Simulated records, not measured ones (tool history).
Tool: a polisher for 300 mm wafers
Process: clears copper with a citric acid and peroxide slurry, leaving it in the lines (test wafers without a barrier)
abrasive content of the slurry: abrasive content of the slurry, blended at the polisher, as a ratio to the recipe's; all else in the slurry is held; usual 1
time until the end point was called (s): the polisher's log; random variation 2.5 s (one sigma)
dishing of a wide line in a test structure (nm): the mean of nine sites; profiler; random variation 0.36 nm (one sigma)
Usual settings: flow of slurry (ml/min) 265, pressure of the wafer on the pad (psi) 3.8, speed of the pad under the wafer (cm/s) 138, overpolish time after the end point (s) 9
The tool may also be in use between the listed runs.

run	hour	flow of slurry (ml/min)	pressure of the wafer on the pad (psi)	speed of the pad under the wafer (cm/s)	abrasive content of the slurry	overpolish time after the end point (s)	incoming thickness of the incoming film, nm	time until the end point was called (s)	dishing of a wide line in a test structure (nm)
1	0	265	3.8	138	0.9	9	507.9	162.1	22.5
2	102.6	265	3.8	108	1	9	506.7	172.3	21.1
3	193.2	265	3.8	108	1	9	506.9	172.6	20.9
4	295.3	265	3.8	108	1	9	517.3	173.3	21.2
# hour 308.1: slurry blender recalibrated
5	394	265	3.8	138	1.1	9	513.6	148.4	24.3
6	433.7	265	3.8	138	1.1	9	513.1	148.1	25.2
# hour 463.1: head pressure recalibrated
# hour 512.9: slurry nozzle cleaned
7	525.7	265	3.8	138	1.1	9	511.3	159	23.5
# hour 683: worn pad replaced by a new one
8	700.2	265	3.8	138	1	6	506.7	157.4	15.5
9	759.6	265	3.8	138	1	9	515	159.5	23
10	798.4	265	4.6	138	1	9	516.3	145.5	25
11	872.4	235	3.8	138	1.25	9	517.1	155.7	23.9
# hour 923.6: slurry blender recalibrated
12	929.6	340	5	168	1.1	9	508.5	112.5	30.4
13	1006.8	265	3.8	94	1.2	9	507.3	178.1	20.2
14	1054.3	265	3.8	138	1	9	516.5	151.2	23.4
15	1096.6	265	3.8	98	1.1	9	514.8	176.5	21.5
# hour 1148.4: head pressure recalibrated
16	1166.9	265	3.8	184	1	7	513.2	135.4	20.9
# hour 1266.2: slurry nozzle cleaned
17	1327.4	265	4.5	138	1.2	9	511.6	143.3	25.6
# hour 1365.6: worn pad replaced by a new one
18	1368.8	325	3.8	138	0.85	5	505.8	156.5	12.8
19	1456.7	265	3.8	138	0.75	9	516.9	165.4	21.9
20	1512.3	265	3.8	138	1	9	513.1	157.4	22.9
# hour 1540.4: slurry blender recalibrated
21	1590.4	265	3.8	138	1	9	505.7	155	22.4
22	1676.8	220	2.7	156	1	9	502.9	166.2	21.8
23	1715	195	4.9	138	1.15	10	506.4	131.6	30
# hour 1785.2: head pressure recalibrated
24	1794.4	305	5	162	0.9	9	511.7	125.8	28.5
25	1854.7	265	3.8	138	0.85	6	504	159.4	15
26	1913.8	265	3.8	138	1	5	506.8	159.2	12.9
# hour 1926.1: worn pad replaced by a new one
27	1954.6	265	2.9	138	1	9	512.2	179.6	21.2
28	2055.2	265	3.3	138	1	11	512.8	167.9	26.7
# hour 2110.5: slurry nozzle cleaned
29	2138.1	330	3.8	138	1	9	515	155	23.3

Forecast each of these 3 alternatives for the next run:
A	2138.6	265	3.8	138	1	9	506.8	?	?
B	2138.6	205	2.9	122	1	11	506.8	?	?
C	2138.6	265	3	138	0.75	9	506.8	?	?

run	time until the end point was called (s)	dishing of a wide line in a test structure (nm)
A	150.6	23.4
B	185.8	23.2
C	176.8	20.1
Without the tool's hidden state the same runs would have given:
run	time until the end point was called (s)	dishing of a wide line in a test structure (nm)
A	154	22.9
B	189.9	22.7
C	180.8	19.7

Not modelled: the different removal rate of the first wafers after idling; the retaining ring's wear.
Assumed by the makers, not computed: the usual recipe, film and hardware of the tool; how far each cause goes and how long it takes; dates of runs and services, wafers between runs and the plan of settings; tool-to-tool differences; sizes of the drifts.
